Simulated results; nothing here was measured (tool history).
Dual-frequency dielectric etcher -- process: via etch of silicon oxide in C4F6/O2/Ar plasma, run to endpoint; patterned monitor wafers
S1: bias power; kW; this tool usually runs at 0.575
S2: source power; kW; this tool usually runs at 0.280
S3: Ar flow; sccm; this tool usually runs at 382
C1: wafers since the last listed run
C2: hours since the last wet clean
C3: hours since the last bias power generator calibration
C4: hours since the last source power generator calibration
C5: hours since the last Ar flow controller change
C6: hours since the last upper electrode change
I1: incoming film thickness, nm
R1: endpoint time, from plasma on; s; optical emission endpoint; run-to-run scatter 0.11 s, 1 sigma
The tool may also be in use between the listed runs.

run 1 hour=0.0 | S1=0.575 S2=0.280 S3=382 | C1=0 C2=388.0 C3=3205.4 C4=1173.3 C5=4069.6 C6=5264.9 | I1=91.7 | R1=22.7
-- hour=22.0 wet clean of the chamber
run 2 hour=49.8 | S1=0.575 S2=0.280 S3=382 | C1=397 C2=27.8 C3=3255.2 C4=1223.1 C5=4119.4 C6=5314.7 | I1=91.7 | R1=21.4
run 3 hour=134.9 | S1=0.575 S2=0.280 S3=382 | C1=1217 C2=112.9 C3=3340.3 C4=1308.2 C5=4204.5 C6=5399.8 | I1=91.5 | R1=21.7
run 4 hour=207.1 | S1=0.575 S2=0.280 S3=382 | C1=1033 C2=185.1 C3=3412.5 C4=1380.4 C5=4276.7 C6=5472.0 | I1=90.7 | R1=21.9
run 5 hour=277.2 | S1=0.534 S2=0.280 S3=382 | C1=1003 C2=255.2 C3=3482.6 C4=1450.5 C5=4346.8 C6=5542.1 | I1=91.6 | R1=22.8
run 6 hour=337.7 | S1=0.534 S2=0.280 S3=382 | C1=865 C2=315.7 C3=3543.1 C4=1511.0 C5=4407.3 C6=5602.6 | I1=90.7 | R1=23.0
run 7 hour=385.3 | S1=0.534 S2=0.280 S3=382 | C1=681 C2=363.3 C3=3590.7 C4=1558.6 C5=4454.9 C6=5650.2 | I1=90.5 | R1=23.1
-- hour=411.3 wet clean of the chamber
-- hour=428.6 bias power generator calibrated
run 8 hour=485.1 | S1=0.575 S2=0.280 S3=382 | C1=1027 C2=73.8 C3=56.5 C4=1658.4 C5=4554.7 C6=5750.0 | I1=91.3 | R1=21.7
-- hour=567.0 upper electrode replaced
run 9 hour=586.9 | S1=0.575 S2=0.310 S3=434 | C1=1113 C2=175.6 C3=158.3 C4=1760.2 C5=4656.5 C6=19.9 | I1=90.3 | R1=20.9
run 10 hour=626.7 | S1=0.657 S2=0.230 S3=382 | C1=569 C2=215.4 C3=198.1 C4=1800.0 C5=4696.3 C6=59.7 | I1=90.9 | R1=22.4
-- hour=711.7 Ar flow controller replaced
run 11 hour=712.2 | S1=0.526 S2=0.280 S3=382 | C1=1137 C2=300.9 C3=283.6 C4=1885.5 C5=0.5 C6=145.2 | I1=90.1 | R1=22.7
-- hour=748.7 wet clean of the chamber
-- hour=770.2 source power generator calibrated
run 12 hour=795.3 | S1=0.674 S2=0.260 S3=324 | C1=788 C2=46.6 C3=366.7 C4=25.1 C5=83.6 C6=228.3 | I1=90.3 | R1=20.0
run 13 hour=850.2 | S1=0.458 S2=0.280 S3=382 | C1=785 C2=101.5 C3=421.6 C4=80.0 C5=138.5 C6=283.2 | I1=90.9 | R1=23.9
run 14 hour=926.5 | S1=0.475 S2=0.330 S3=336 | C1=1091 C2=177.8 C3=497.9 C4=156.3 C5=214.8 C6=359.5 | I1=90.1 | R1=21.5
run 15 hour=1005.2 | S1=0.575 S2=0.280 S3=382 | C1=1126 C2=256.5 C3=576.6 C4=235.0 C5=293.5 C6=438.2 | I1=90.5 | R1=21.8

Here are 3 independent what-if runs from the current tool condition. What would each one return?
run A hour=1005.6 | S1=0.575 S2=0.280 S3=382 | C1=5 C2=256.9 C3=577.0 C4=235.4 C5=293.9 C6=438.6 | I1=90.6 | R1=?
run B hour=1005.6 | S1=0.616 S2=0.220 S3=317 | C1=5 C2=256.9 C3=577.0 C4=235.4 C5=293.9 C6=438.6 | I1=90.6 | R1=?
run C hour=1005.6 | S1=0.649 S2=0.280 S3=338 | C1=5 C2=256.9 C3=577.0 C4=235.4 C5=293.9 C6=438.6 | I1=90.6 | R1=?

run=A R1=21.9
run=B R1=23.2
run=C R1=20.4
Had the tool no hidden state, the same runs would have come out as:
run=A R1=21.2
run=B R1=22.4
run=C R1=19.7
